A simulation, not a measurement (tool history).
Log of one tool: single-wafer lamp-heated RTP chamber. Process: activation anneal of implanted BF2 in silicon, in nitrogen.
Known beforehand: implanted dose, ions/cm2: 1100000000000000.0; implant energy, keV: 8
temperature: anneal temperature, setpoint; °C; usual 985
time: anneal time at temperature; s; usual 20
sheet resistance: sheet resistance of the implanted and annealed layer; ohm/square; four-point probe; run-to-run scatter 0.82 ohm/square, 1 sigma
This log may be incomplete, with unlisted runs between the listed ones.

run,hour,temperature,time,"read-back reference wafer on the same gauge, sheet resistance",sheet resistance
1,0,985,20,299.04,262.9
# hour 17.4: reflector plate cleaned
2,21.3,985,20,298.99,266.85
3,40.7,985,11,298.87,305.36
4,63.7,996,29,299.12,214.11
5,99.4,993,28,299.18,226.12
6,115.6,993,28,298.96,223.91
7,146.8,993,28,299.06,224.63
8,177.2,985,20,299.07,266.86
9,203.4,985,20,298.89,267.06
10,223.6,985,20,298.99,266.98
11,251.2,985,20,299.02,266.18
12,269.9,985,28,298.97,245.32
13,302.7,985,28,299.12,246.19
# hour 320.8: pyrometer window cleaned and pyrometer calibrated
14,324.4,985,28,298.94,243.97
# hour 346.6: reflector plate cleaned
15,353.4,985,20,299.02,268.35
16,377,985,20,298.99,267.04
17,390.9,975,20,298.95,296.9
18,420.3,976,28,299.1,272.05
19,439.2,985,13,299,295.11
20,472,985,16,299.12,280.86
# hour 480.2: gauge calibrated
21,497.4,1015,10,298.99,235.19
22,519.6,964,15,298.95,348.95
23,532.5,1003,27,299.05,202.99
24,555,1007,9,298.98,259
25,576.3,993,16,298.92,258.6
26,594.9,973,25,298.98,286.1
27,615.2,985,20,298.93,266.13
# hour 639.7: pyrometer window cleaned and pyrometer calibrated
28,640.2,985,20,299.01,265.12
29,667.4,985,20,299.04,264.29
30,690.1,971,24,299,294.73

Alternative continuations, all from the tool just after run 30; predict every row:
A,690.5,1007,20,?,?
B,690.5,1007,31,?,?
C,690.5,961,20,?,?
D,690.5,997,24,?,?
E,690.5,997,15,?,?

run,"read-back reference wafer on the same gauge, sheet resistance",sheet resistance
A,298.95,209.13
B,298.95,184.77
C,298.95,339.25
D,298.95,221.18
E,298.95,250.74
Take away the tool's hidden state, keep each run's random variation, and the runs would have read:
run,sheet resistance
A,212.12
B,187.43
C,343.94
D,224.68
E,254.22
